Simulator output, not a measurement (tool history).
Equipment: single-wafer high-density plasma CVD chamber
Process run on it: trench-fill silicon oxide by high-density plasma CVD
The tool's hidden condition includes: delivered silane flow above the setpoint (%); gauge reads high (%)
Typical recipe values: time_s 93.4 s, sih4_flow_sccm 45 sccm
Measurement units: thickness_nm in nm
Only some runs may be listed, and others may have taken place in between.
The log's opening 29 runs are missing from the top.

run	hour	time_s	sih4_flow_sccm	wafers since the last listed run	hours since the silane flow controller was replaced	hours since the gauge calibration	read-back reference wafer on the same gauge, thickness_nm	thickness_nm
30	371.3	93.4	45	232	211.3	198.3	346.843	420.884
31	380.2	93.4	41	123	220.2	207.2	347.049	385.365
32	387.8	93.4	45	105	227.8	214.8	346.985	421.62
33	397.8	88.1	52	138	237.8	224.8	347.008	454.545
34	405.9	80.4	45	112	245.9	232.9	347.049	361.224
35	423.4	86.1	49	242	263.4	250.4	347.201	419.109
36	432.7	80.7	45	128	272.7	259.7	346.955	364.381
37	442.9	104.6	37	141	282.9	269.9	347.342	391.621
38	450.2	78.7	45	100	290.2	277.2	346.879	352.041
39	465.7	108.5	52	214	305.7	292.7	347.016	556.484

5 options for the next run, each taken on its own from the tool as it stands now. Forecast them:
A	466.1	93.4	45	5	306.1	293.1	?	?
B	466.1	107.3	42	5	306.1	293.1	?	?
C	466.1	110.4	45	5	306.1	293.1	?	?
D	466.1	105.1	45	5	306.1	293.1	?	?
E	466.1	99.8	40	5	306.1	293.1	?	?

run	read-back reference wafer on the same gauge, thickness_nm	thickness_nm
A	346.947	419.368
B	346.947	452.331
C	346.947	495.698
D	346.947	471.901
E	346.947	402.454
Without the tool's unlogged condition, the same runs would have read:
run	thickness_nm
A	421.341
B	454.459
C	498.031
D	474.122
E	404.348

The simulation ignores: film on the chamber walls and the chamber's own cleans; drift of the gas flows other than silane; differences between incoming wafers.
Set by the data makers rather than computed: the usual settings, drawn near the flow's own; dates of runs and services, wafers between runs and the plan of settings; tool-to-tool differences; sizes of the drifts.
